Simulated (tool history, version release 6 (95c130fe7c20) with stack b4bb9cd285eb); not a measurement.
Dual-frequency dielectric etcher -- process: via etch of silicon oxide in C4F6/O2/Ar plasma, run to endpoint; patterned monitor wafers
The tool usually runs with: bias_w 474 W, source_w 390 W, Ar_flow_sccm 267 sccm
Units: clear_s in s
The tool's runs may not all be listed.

run,day,bias_w,source_w,Ar_flow_sccm,wafers since the last listed run,hours since the last wet clean,hours since the last bias power generator calibration,hours since the last source power generator calibration,hours since the last Ar flow controller change,hours since the last upper electrode change,"incoming incoming film thickness, nm",clear_s
1,0.000,474,360,267,0,290.0,2540.5,3156.3,2879.2,2861.2,69.1,15.4
# day 3.767: wet clean of the chamber
2,4.312,474,360,267,1049,13.1,2644.0,3259.8,2982.7,2964.7,69.4,15.6
3,6.275,474,390,267,621,60.2,2691.1,3306.9,3029.8,3011.8,69.2,15.2
4,8.175,474,390,267,601,105.8,2736.7,3352.5,3075.4,3057.4,69.2,15.1
5,10.008,474,390,267,580,149.8,2780.7,3396.5,3119.4,3101.4,69.2,15.1
6,12.729,474,390,267,861,215.1,2846.0,3461.8,3184.7,3166.7,68.5,14.9
7,14.946,474,390,267,702,268.3,2899.2,3515.0,3237.9,3219.9,69.4,15.0
8,17.908,474,390,267,938,339.4,2970.3,3586.1,3309.0,3291.0,68.7,14.8
# day 20.367: wet clean of the chamber
9,21.371,474,390,267,779,24.1,3053.4,3669.2,3392.1,3374.1,68.7,15.1
10,24.525,474,390,267,998,99.8,3129.1,3744.9,3467.8,3449.8,68.8,15.1
11,26.092,474,350,267,496,137.4,3166.7,3782.5,3505.4,3487.4,68.9,15.5
12,31.279,474,360,267,1642,261.9,3291.2,3907.0,3629.9,3611.9,69.4,15.4
13,34.783,358,350,267,1109,346.0,3375.3,3991.1,3714.0,3696.0,68.7,16.7
# day 35.854: source power generator calibrated
# day 36.750: wet clean of the chamber
14,38.212,474,390,325,749,35.1,3457.6,56.6,3796.3,3778.3,68.0,15.4
15,40.854,560,440,267,836,98.5,3521.0,120.0,3859.7,3841.7,68.8,13.8
16,42.454,527,390,215,506,136.9,3559.4,158.4,3898.1,3880.1,68.3,14.2
# day 51.662: wet clean of the chamber
# day 53.383: Ar flow controller replaced
# day 53.796: bias power generator calibrated
# day 54.396: upper electrode replaced
17,55.129,523,390,226,3375,83.2,32.0,462.6,41.9,17.6,68.7,14.4
18,58.392,523,390,226,1033,161.5,110.3,540.9,120.2,95.9,69.5,14.4
19,61.962,433,470,210,1130,247.2,196.0,626.6,205.9,181.6,69.8,14.3
# day 65.983: wet clean of the chamber
20,66.004,431,390,267,963,0.5,293.0,723.6,302.9,278.6,68.4,15.7
21,67.708,444,460,267,539,41.4,333.9,764.5,343.8,319.5,69.1,14.8
22,69.208,474,390,212,475,77.4,369.9,800.5,379.8,355.5,69.1,14.8
23,73.146,377,390,267,1246,171.9,464.4,895.0,474.3,450.0,69.2,16.2

Here are 4 independent what-if runs from the current tool condition. What would each one return?
A,73.162,474,390,267,5,172.3,464.8,895.4,474.7,450.4,69.4,?
B,73.162,474,430,301,5,172.3,464.8,895.4,474.7,450.4,69.4,?
C,73.162,571,460,297,5,172.3,464.8,895.4,474.7,450.4,69.4,?
D,73.162,386,320,221,5,172.3,464.8,895.4,474.7,450.4,69.4,?

run,clear_s
A,15.3
B,15.0
C,13.9
D,16.8
Stripped of hidden state, with their random variation kept, the same runs would have yielded:
run,clear_s
A,15.4
B,15.1
C,13.9
D,16.9
